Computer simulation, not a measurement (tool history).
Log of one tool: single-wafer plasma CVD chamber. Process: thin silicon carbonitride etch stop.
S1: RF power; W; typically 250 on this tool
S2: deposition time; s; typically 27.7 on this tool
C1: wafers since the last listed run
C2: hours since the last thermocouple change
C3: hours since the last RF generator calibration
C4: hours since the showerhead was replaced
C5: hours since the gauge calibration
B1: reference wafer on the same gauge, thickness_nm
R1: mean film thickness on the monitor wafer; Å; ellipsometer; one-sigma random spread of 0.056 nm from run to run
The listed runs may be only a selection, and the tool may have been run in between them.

Run 1, day 0.000: usual settings but S1 270 W; C1 0; C2 1224.4; C3 543.1; C4 6899.2; C5 898.0; B1 21.190. Result: R1 184.71 Å.
Run 2, day 2.400: usual settings but S1 270 W; C1 890; C2 1282.0; C3 600.7; C4 6956.8; C5 955.6; B1 21.202. Result: R1 183.95 Å.
Run 3, day 3.988: usual settings but S2 29.7 s; C1 588; C2 1320.1; C3 638.8; C4 6994.9; C5 993.7; B1 21.197. Result: R1 194.16 Å.
At day 5.900: gauge calibrated.
Run 4, day 6.733: usual settings but S1 265 W; C1 1018; C2 1386.0; C3 704.7; C4 7060.8; C5 20.0; B1 21.207. Result: R1 182.59 Å.
Run 5, day 9.438: usual settings but S1 265 W; C1 1003; C2 1450.9; C3 769.6; C4 7125.7; C5 84.9; B1 21.201. Result: R1 183.21 Å.
Run 6, day 11.112: usual settings but S2 24.9 s; C1 621; C2 1491.1; C3 809.8; C4 7165.9; C5 125.1; B1 21.179. Result: R1 161.91 Å.
Run 7, day 12.317: usual settings; C1 446; C2 1520.0; C3 838.7; C4 7194.8; C5 154.0; B1 21.205. Result: R1 180.30 Å.
Run 8, day 13.758: usual settings; C1 534; C2 1554.6; C3 873.3; C4 7229.4; C5 188.6; B1 21.209. Result: R1 180.37 Å.
Run 9, day 16.038: usual settings; C1 845; C2 1609.3; C3 928.0; C4 7284.1; C5 243.3; B1 21.192. Result: R1 179.84 Å.
Run 10, day 17.892: usual settings; C1 687; C2 1653.8; C3 972.5; C4 7328.6; C5 287.8; B1 21.194. Result: R1 179.60 Å.
At day 19.638: showerhead replaced.
Run 11, day 20.062: usual settings; C1 681; C2 1705.9; C3 1024.6; C4 10.2; C5 339.9; B1 21.178. Result: R1 179.58 Å.
Run 12, day 21.075: usual settings; C1 375; C2 1730.2; C3 1048.9; C4 34.5; C5 364.2; B1 21.218. Result: R1 180.68 Å.
Run 13, day 23.979: usual settings; C1 1077; C2 1799.9; C3 1118.6; C4 104.2; C5 433.9; B1 21.199. Result: R1 179.30 Å.
Run 14, day 25.142: usual settings but S1 285 W, S2 22.8 s; C1 431; C2 1827.8; C3 1146.5; C4 132.1; C5 461.8; B1 21.193. Result: R1 151.90 Å.
At day 26.150: thermocouple changed; heater temperature recalibrated.
Run 15, day 27.450: usual settings; C1 732; C2 31.2; C3 1201.9; C4 187.5; C5 517.2; B1 21.190. Result: R1 179.14 Å.
Run 16, day 28.871: usual settings but S1 210 W, S2 31.6 s; C1 527; C2 65.3; C3 1236.0; C4 221.6; C5 551.3; B1 21.192. Result: R1 195.27 Å.
Run 17, day 30.021: usual settings but S2 25.9 s; C1 426; C2 92.9; C3 1263.6; C4 249.2; C5 578.9; B1 21.208. Result: R1 167.28 Å.
Run 18, day 32.925: usual settings but S1 220 W, S2 31.5 s; C1 1077; C2 162.6; C3 1333.3; C4 318.9; C5 648.6; B1 21.235. Result: R1 196.41 Å.
Run 19, day 34.479: usual settings but S1 225 W; C1 576; C2 199.9; C3 1370.6; C4 356.2; C5 685.9; B1 21.180. Result: R1 173.91 Å.
Run 20, day 35.854: usual settings but S1 270 W, S2 32.1 s; C1 510; C2 232.9; C3 1403.6; C4 389.2; C5 718.9; B1 21.199. Result: R1 211.60 Å.
Run 21, day 37.846: usual settings but S1 230 W; C1 738; C2 280.7; C3 1451.4; C4 437.0; C5 766.7; B1 21.210. Result: R1 174.62 Å.
Run 22, day 39.912: usual settings but S2 26.3 s; C1 766; C2 330.3; C3 1501.0; C4 486.6; C5 816.3; B1 21.187. Result: R1 169.21 Å.
At day 40.562: gauge calibrated.
At day 42.908: RF generator calibrated.
Run 23, day 48.233: usual settings; C1 2963; C2 530.0; C3 127.8; C4 686.3; C5 184.1; B1 21.200. Result: R1 181.16 Å.
Run 24, day 50.475: usual settings but S2 29.5 s; C1 831; C2 583.8; C3 181.6; C4 740.1; C5 237.9; B1 21.230. Result: R1 192.75 Å.
Run 25, day 52.883: usual settings but S1 230 W, S2 30.8 s; C1 893; C2 641.6; C3 239.4; C4 797.9; C5 295.7; B1 21.209. Result: R1 198.16 Å.
Run 26, day 55.196: usual settings but S1 270 W, S2 23.2 s; C1 857; C2 697.1; C3 294.9; C4 853.4; C5 351.2; B1 21.192. Result: R1 155.94 Å.
Run 27, day 57.704: usual settings but S1 270 W, S2 29.5 s; C1 930; C2 757.3; C3 355.1; C4 913.6; C5 411.4; B1 21.213. Result: R1 196.46 Å.

3 options for the next run, each taken on its own from the tool as it stands now. Forecast them:
Run A, day 57.721: usual settings; C1 6; C2 757.7; C3 355.5; C4 914.0; C5 411.8; B1 ?. Result: R1 ?.
Run B, day 57.721: usual settings but S1 215 W, S2 30.6 s; C1 6; C2 757.7; C3 355.5; C4 914.0; C5 411.8; B1 ?. Result: R1 ?.
Run C, day 57.721: usual settings but S1 205 W; C1 6; C2 757.7; C3 355.5; C4 914.0; C5 411.8; B1 ?. Result: R1 ?.

run      B1      R1
  A  21.182  181.15
  B  21.182  192.50
  C  21.182  172.17
Had the tool no hidden state, the same runs would have come out as:
run      R1
  A  182.01
  B  193.41
  C  172.98
